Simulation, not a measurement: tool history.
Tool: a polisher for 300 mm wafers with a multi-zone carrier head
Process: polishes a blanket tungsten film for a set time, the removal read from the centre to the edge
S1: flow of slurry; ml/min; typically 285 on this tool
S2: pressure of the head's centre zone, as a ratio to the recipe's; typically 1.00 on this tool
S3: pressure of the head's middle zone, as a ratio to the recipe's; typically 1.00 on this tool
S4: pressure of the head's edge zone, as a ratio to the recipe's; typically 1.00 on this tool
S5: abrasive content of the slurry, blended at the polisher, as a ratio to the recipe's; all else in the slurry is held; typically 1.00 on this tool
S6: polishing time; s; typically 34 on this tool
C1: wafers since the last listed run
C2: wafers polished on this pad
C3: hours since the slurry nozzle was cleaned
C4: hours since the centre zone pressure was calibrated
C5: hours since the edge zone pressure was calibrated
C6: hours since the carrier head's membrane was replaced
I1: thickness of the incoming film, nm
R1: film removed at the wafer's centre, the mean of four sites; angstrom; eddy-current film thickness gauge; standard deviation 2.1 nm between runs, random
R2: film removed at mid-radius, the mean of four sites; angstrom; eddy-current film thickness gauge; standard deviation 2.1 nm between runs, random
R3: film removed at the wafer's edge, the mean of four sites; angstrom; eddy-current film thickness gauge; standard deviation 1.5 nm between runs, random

| run | hour | S1 | S2 | S3 | S4 | S5 | S6 | C1 | C2 | C3 | C4 | C5 | C6 | I1 | R1 | R2 | R3 |
|---|---|---|---|---|---|---|---|---|---|---|---|---|---|---|---|---|---|
| 1 | 0.0 | 285 | 1.00 | 1.00 | 1.00 | 1.00 | 34 | 0 | 700 | 417.0 | 1271.5 | 779.1 | 1062.5 | 1041.4 | 2046 | 2228 | 2271 |
|  | 29.6 | slurry nozzle cleaned |
| 2 | 30.1 | 285 | 1.00 | 1.00 | 0.95 | 1.00 | 34 | 252 | 952 | 0.5 | 1301.6 | 809.2 | 1092.6 | 1073.6 | 2050 | 2243 | 2213 |
| 3 | 90.1 | 285 | 1.00 | 1.00 | 0.95 | 1.00 | 34 | 520 | 1472 | 60.5 | 1361.6 | 869.2 | 1152.6 | 1050.0 | 1996 | 2283 | 2206 |
| 4 | 149.0 | 285 | 1.00 | 1.00 | 0.95 | 1.00 | 34 | 510 | 1983 | 119.4 | 1420.5 | 928.1 | 1211.5 | 1039.1 | 1968 | 2277 | 2214 |
|  | 179.6 | worn pad replaced by a new one |
| 5 | 201.6 | 285 | 1.00 | 1.00 | 1.00 | 1.00 | 34 | 421 | 190 | 172.0 | 1473.1 | 980.7 | 1264.1 | 1052.7 | 1983 | 2230 | 2258 |
|  | 206.4 | centre zone pressure recalibrated |
| 6 | 259.8 | 285 | 1.00 | 1.00 | 1.00 | 1.00 | 34 | 487 | 677 | 230.2 | 53.4 | 1038.9 | 1322.3 | 1044.9 | 2307 | 2282 | 2235 |
| 7 | 331.3 | 210 | 1.00 | 1.00 | 1.00 | 1.00 | 34 | 619 | 1297 | 301.7 | 124.9 | 1110.4 | 1393.8 | 1048.3 | 2210 | 2157 | 2190 |
| 8 | 368.5 | 285 | 1.00 | 1.00 | 1.00 | 1.00 | 34 | 322 | 1619 | 338.9 | 162.1 | 1147.6 | 1431.0 | 1061.5 | 2269 | 2239 | 2242 |
| 9 | 397.9 | 285 | 1.00 | 1.00 | 1.00 | 1.00 | 34 | 254 | 1874 | 368.3 | 191.5 | 1177.0 | 1460.4 | 1040.6 | 2274 | 2230 | 2274 |
|  | 434.0 | worn pad replaced by a new one |
|  | 467.2 | edge zone pressure recalibrated |
| 10 | 468.0 | 285 | 1.00 | 0.89 | 1.00 | 1.00 | 34 | 555 | 277 | 438.4 | 261.6 | 0.8 | 1530.5 | 1058.0 | 2248 | 2049 | 2271 |
|  | 475.2 | slurry nozzle cleaned |
|  | 484.2 | carrier head's membrane replaced by a new one |
| 11 | 514.0 | 285 | 1.00 | 1.08 | 0.90 | 1.00 | 34 | 346 | 623 | 38.8 | 307.6 | 46.8 | 29.8 | 1044.0 | 2225 | 2365 | 2158 |
| 12 | 566.6 | 285 | 1.00 | 1.00 | 1.00 | 1.00 | 39 | 455 | 1079 | 91.4 | 360.2 | 99.4 | 82.4 | 1033.1 | 2618 | 2578 | 2581 |
| 13 | 593.6 | 285 | 1.00 | 1.04 | 1.06 | 1.10 | 42 | 234 | 1313 | 118.4 | 387.2 | 126.4 | 109.4 | 1042.7 | 2871 | 2959 | 2971 |
| 14 | 628.7 | 285 | 1.00 | 1.00 | 1.00 | 1.00 | 34 | 304 | 1618 | 153.5 | 422.3 | 161.5 | 144.5 | 1050.7 | 2282 | 2219 | 2245 |
| 15 | 659.4 | 285 | 1.00 | 1.00 | 1.00 | 1.00 | 34 | 266 | 1884 | 184.2 | 453.0 | 192.2 | 175.2 | 1049.5 | 2236 | 2231 | 2245 |
|  | 719.8 | worn pad replaced by a new one |
| 16 | 722.6 | 285 | 1.00 | 0.95 | 0.90 | 1.00 | 34 | 513 | 24 | 247.4 | 516.2 | 255.4 | 238.4 | 1039.8 | 2249 | 2160 | 2176 |
| 17 | 765.4 | 330 | 1.00 | 1.09 | 1.00 | 1.00 | 34 | 371 | 395 | 290.2 | 559.0 | 298.2 | 281.2 | 1057.9 | 2288 | 2421 | 2326 |
| 18 | 807.6 | 285 | 1.00 | 1.00 | 1.06 | 1.00 | 34 | 365 | 761 | 332.4 | 601.2 | 340.4 | 323.4 | 1068.7 | 2233 | 2269 | 2343 |
| 19 | 832.7 | 285 | 1.00 | 1.00 | 0.92 | 1.00 | 34 | 217 | 978 | 357.5 | 626.3 | 365.5 | 348.5 | 1063.9 | 2194 | 2246 | 2174 |
|  | 850.2 | slurry nozzle cleaned |
| 20 | 881.4 | 285 | 1.05 | 1.00 | 1.00 | 1.00 | 34 | 413 | 1392 | 31.2 | 675.0 | 414.2 | 397.2 | 1048.1 | 2351 | 2267 | 2288 |

Branching from run 20: 5 alternative next runs. What would each branch give?
| A | 881.8 | 285 | 1.00 | 0.93 | 1.00 | 1.00 | 34 | 3 | 1395 | 31.6 | 675.4 | 414.6 | 397.6 | 1054.7 | ? | ? | ? |
| B | 881.8 | 285 | 1.00 | 0.95 | 1.00 | 1.00 | 30 | 3 | 1395 | 31.6 | 675.4 | 414.6 | 397.6 | 1054.7 | ? | ? | ? |
| C | 881.8 | 200 | 1.00 | 0.91 | 1.10 | 1.25 | 34 | 3 | 1395 | 31.6 | 675.4 | 414.6 | 397.6 | 1054.7 | ? | ? | ? |
| D | 881.8 | 285 | 1.00 | 1.00 | 1.00 | 1.00 | 28 | 3 | 1395 | 31.6 | 675.4 | 414.6 | 397.6 | 1054.7 | ? | ? | ? |
| E | 881.8 | 235 | 1.00 | 0.90 | 1.00 | 1.00 | 34 | 3 | 1395 | 31.6 | 675.4 | 414.6 | 397.6 | 1054.7 | ? | ? | ? |

| run | R1 | R2 | R3 |
|---|---|---|---|
| A | 2235 | 2083 | 2263 |
| B | 1972 | 1871 | 1996 |
| C | 2264 | 2083 | 2444 |
| D | 1841 | 1823 | 1862 |
| E | 2179 | 1981 | 2226 |
The same runs, with their run-to-run variation unchanged, on a tool lacking any hidden condition would have given:
| run | R1 | R2 | R3 |
|---|---|---|---|
| A | 2318 | 2083 | 2263 |
| B | 2046 | 1871 | 1996 |
| C | 2348 | 2083 | 2444 |
| D | 1910 | 1823 | 1862 |
| E | 2260 | 1981 | 2226 |
